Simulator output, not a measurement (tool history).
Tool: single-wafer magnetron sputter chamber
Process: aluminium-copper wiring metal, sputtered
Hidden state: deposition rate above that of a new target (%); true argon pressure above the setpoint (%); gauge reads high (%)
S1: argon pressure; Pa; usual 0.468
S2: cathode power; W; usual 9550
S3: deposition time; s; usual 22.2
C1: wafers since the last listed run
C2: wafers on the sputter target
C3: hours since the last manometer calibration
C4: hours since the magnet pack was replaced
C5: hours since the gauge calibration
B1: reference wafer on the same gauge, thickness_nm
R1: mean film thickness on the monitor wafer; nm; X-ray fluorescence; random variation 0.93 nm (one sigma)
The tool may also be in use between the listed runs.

Run 1, day 0.000: usual settings but S1 0.353 Pa, S3 25.2 s; C1 0; C2 5533; C3 1687.2; C4 12254.1; C5 34.4; B1 330.090. Result: R1 414.127 nm.
Run 2, day 0.462: usual settings; C1 235; C2 5769; C3 1698.3; C4 12265.2; C5 45.5; B1 329.944. Result: R1 337.407 nm.
Run 3, day 1.017: usual settings; C1 282; C2 6052; C3 1711.6; C4 12278.5; C5 58.8; B1 330.007. Result: R1 337.248 nm.
Run 4, day 1.346: usual settings; C1 167; C2 6219; C3 1719.5; C4 12286.4; C5 66.7; B1 330.136. Result: R1 337.203 nm.
Run 5, day 1.821: usual settings but S2 10400 W, S3 25.0 s; C1 242; C2 6462; C3 1730.9; C4 12297.8; C5 78.1; B1 329.906. Result: R1 395.984 nm.
Run 6, day 2.329: usual settings but S1 0.532 Pa; C1 259; C2 6721; C3 1743.1; C4 12310.0; C5 90.3; B1 329.914. Result: R1 321.910 nm.
At day 3.150: capacitance manometer re-zeroed and calibrated.
Run 7, day 3.171: usual settings; C1 259; C2 6980; C3 0.5; C4 12330.2; C5 110.5; B1 329.973. Result: R1 335.895 nm.
At day 3.712: sputter target and shields replaced.
Run 8, day 3.733: usual settings; C1 116; C2 9; C3 14.0; C4 12343.7; C5 124.0; B1 329.943. Result: R1 352.112 nm.
Run 9, day 3.983: usual settings; C1 127; C2 137; C3 20.0; C4 12349.7; C5 130.0; B1 330.019. Result: R1 350.646 nm.
Run 10, day 4.233: usual settings but S1 0.561 Pa, S2 7950 W; C1 127; C2 264; C3 26.0; C4 12355.7; C5 136.0; B1 330.026. Result: R1 303.124 nm.
At day 4.467: gauge calibrated.
Run 11, day 4.712: usual settings; C1 244; C2 509; C3 37.5; C4 12367.2; C5 5.9; B1 330.077. Result: R1 351.656 nm.
Run 12, day 4.996: usual settings but S1 0.538 Pa; C1 144; C2 653; C3 44.3; C4 12374.0; C5 12.7; B1 330.122. Result: R1 335.386 nm.
At day 5.871: magnet pack replaced.
Run 13, day 5.892: usual settings; C1 286; C2 940; C3 65.8; C4 0.5; C5 34.2; B1 330.156. Result: R1 349.223 nm.
Run 14, day 6.000: usual settings but S1 0.550 Pa, S2 10700 W, S3 24.2 s; C1 55; C2 995; C3 68.4; C4 3.1; C5 36.8; B1 329.877. Result: R1 383.723 nm.
Run 15, day 6.612: usual settings but S2 11300 W; C1 312; C2 1308; C3 83.1; C4 17.8; C5 51.5; B1 330.142. Result: R1 381.936 nm.
Run 16, day 7.325: usual settings but S1 0.337 Pa; C1 363; C2 1671; C3 100.2; C4 34.9; C5 68.6; B1 329.996. Result: R1 378.541 nm.
Run 17, day 7.804: usual settings but S3 24.0 s; C1 244; C2 1915; C3 111.7; C4 46.4; C5 80.1; B1 330.261. Result: R1 376.558 nm.
Run 18, day 8.150: usual settings but S1 0.567 Pa, S3 25.5 s; C1 176; C2 2092; C3 120.0; C4 54.7; C5 88.4; B1 329.909. Result: R1 373.165 nm.
Run 19, day 8.462: usual settings but S1 0.397 Pa, S2 8350 W; C1 159; C2 2251; C3 127.5; C4 62.2; C5 95.9; B1 329.946. Result: R1 339.370 nm.
Run 20, day 8.958: usual settings; C1 252; C2 2504; C3 139.4; C4 74.1; C5 107.8; B1 330.107. Result: R1 346.477 nm.
Run 21, day 9.375: usual settings but S2 7550 W; C1 212; C2 2716; C3 149.4; C4 84.1; C5 117.8; B1 329.939. Result: R1 309.351 nm.

4 ways to go on from here, each from the tool as it stands after run 21. What would each give?
Run A, day 9.392: usual settings but S1 0.416 Pa; C1 8; C2 2725; C3 149.8; C4 84.5; C5 118.2; B1 ?. Result: R1 ?.
Run B, day 9.392: usual settings but S1 0.632 Pa, S3 25.6 s; C1 8; C2 2725; C3 149.8; C4 84.5; C5 118.2; B1 ?. Result: R1 ?.
Run C, day 9.392: usual settings but S1 0.552 Pa, S2 10700 W; C1 8; C2 2725; C3 149.8; C4 84.5; C5 118.2; B1 ?. Result: R1 ?.
Run D, day 9.392: usual settings but S1 0.599 Pa, S2 7950 W, S3 25.0 s; C1 8; C2 2725; C3 149.8; C4 84.5; C5 118.2; B1 ?. Result: R1 ?.

run       B1       R1
  A  329.887  358.465
  B  329.887  360.141
  C  329.887  348.144
  D  329.887  328.933
Without the tool's hidden state the same runs would have given:
run       R1
  A  365.410
  B  367.119
  C  354.889
  D  335.306
